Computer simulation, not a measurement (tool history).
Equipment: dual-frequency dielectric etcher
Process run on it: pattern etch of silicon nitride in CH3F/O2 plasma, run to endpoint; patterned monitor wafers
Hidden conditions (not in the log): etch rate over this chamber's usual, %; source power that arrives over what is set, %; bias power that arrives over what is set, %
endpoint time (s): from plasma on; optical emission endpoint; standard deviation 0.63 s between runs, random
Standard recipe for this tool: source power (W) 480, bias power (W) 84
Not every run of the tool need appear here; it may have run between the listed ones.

| run | hour | source power (W) | bias power (W) | wafers since the last listed run | hours since the last wet clean | hours since the last source power generator calibration | hours since the last bias power generator calibration | hours since the last upper electrode change | incoming incoming film thickness, nm | endpoint time (s) |
|---|---|---|---|---|---|---|---|---|---|---|
| 1 | 0 | 480 | 84 | 0 | 82.7 | 1819.1 | 2963.7 | 2269.7 | 103.9 | 107.2 |
| 2 | 19.2 | 480 | 84 | 172 | 101.9 | 1838.3 | 2982.9 | 2288.9 | 102.3 | 105.7 |
| 3 | 36.1 | 480 | 84 | 151 | 118.8 | 1855.2 | 2999.8 | 2305.8 | 105.1 | 108.3 |
| 4 | 96.1 | 480 | 75 | 538 | 178.8 | 1915.2 | 3059.8 | 2365.8 | 104.3 | 115.7 |
| 5 | 108.4 | 480 | 75 | 110 | 191.1 | 1927.5 | 3072.1 | 2378.1 | 103 | 114.2 |
| 6 | 129 | 480 | 75 | 184 | 211.7 | 1948.1 | 3092.7 | 2398.7 | 104.5 | 115.8 |
| 7 | 218.3 | 480 | 84 | 801 | 301 | 2037.4 | 3182 | 2488 | 104.4 | 109.1 |
| 8 | 245.4 | 480 | 84 | 243 | 328.1 | 2064.5 | 3209.1 | 2515.1 | 104.4 | 107.9 |
|  | 270.9 | bias power generator calibrated |
| 9 | 278.3 | 450 | 84 | 259 | 361 | 2097.4 | 7.4 | 2548 | 104.7 | 112.1 |
|  | 312.9 | upper electrode replaced |
| 10 | 313.4 | 400 | 76 | 99 | 396.1 | 2132.5 | 42.5 | 0.5 | 104.1 | 120.4 |
| 11 | 323.7 | 540 | 91 | 92 | 406.4 | 2142.8 | 52.8 | 10.8 | 104.2 | 99.8 |
|  | 346.3 | source power generator calibrated |
| 12 | 357.9 | 480 | 84 | 271 | 440.6 | 11.6 | 87 | 45 | 103.1 | 108.3 |
| 13 | 388.5 | 390 | 101 | 274 | 471.2 | 42.2 | 117.6 | 75.6 | 104.8 | 104.5 |
|  | 422.7 | wet clean of the chamber |
| 14 | 423.2 | 480 | 84 | 96 | 0.5 | 76.9 | 152.3 | 110.3 | 102.2 | 105.1 |
| 15 | 434.3 | 590 | 93 | 99 | 11.6 | 88 | 163.4 | 121.4 | 102.8 | 94.5 |
| 16 | 448.7 | 480 | 90 | 129 | 26 | 102.4 | 177.8 | 135.8 | 103 | 101.7 |
| 17 | 481.3 | 370 | 84 | 292 | 58.6 | 135 | 210.4 | 168.4 | 103.3 | 111.7 |
| 18 | 515.9 | 510 | 102 | 310 | 93.2 | 169.6 | 245 | 203 | 103.4 | 93.6 |
| 19 | 541 | 370 | 75 | 225 | 118.3 | 194.7 | 270.1 | 228.1 | 103.2 | 119.9 |

5 ways to go on from here, each from the tool as it stands after run 19. What would each give?
| A | 541.5 | 590 | 84 | 4 | 118.8 | 195.2 | 270.6 | 228.6 | 103.4 | ? |
| B | 541.5 | 420 | 76 | 4 | 118.8 | 195.2 | 270.6 | 228.6 | 103.4 | ? |
| C | 541.5 | 480 | 104 | 4 | 118.8 | 195.2 | 270.6 | 228.6 | 103.4 | ? |
| D | 541.5 | 560 | 97 | 4 | 118.8 | 195.2 | 270.6 | 228.6 | 103.4 | ? |
| E | 541.5 | 570 | 84 | 4 | 118.8 | 195.2 | 270.6 | 228.6 | 103.4 | ? |

| run | endpoint time (s) |
|---|---|
| A | 100.8 |
| B | 116.8 |
| C | 94.5 |
| D | 94.3 |
| E | 101.7 |
Had the tool no hidden state, the same runs would have come out as:
| run | endpoint time (s) |
|---|---|
| A | 99.9 |
| B | 115.9 |
| C | 93.8 |
| D | 93.6 |
| E | 100.9 |

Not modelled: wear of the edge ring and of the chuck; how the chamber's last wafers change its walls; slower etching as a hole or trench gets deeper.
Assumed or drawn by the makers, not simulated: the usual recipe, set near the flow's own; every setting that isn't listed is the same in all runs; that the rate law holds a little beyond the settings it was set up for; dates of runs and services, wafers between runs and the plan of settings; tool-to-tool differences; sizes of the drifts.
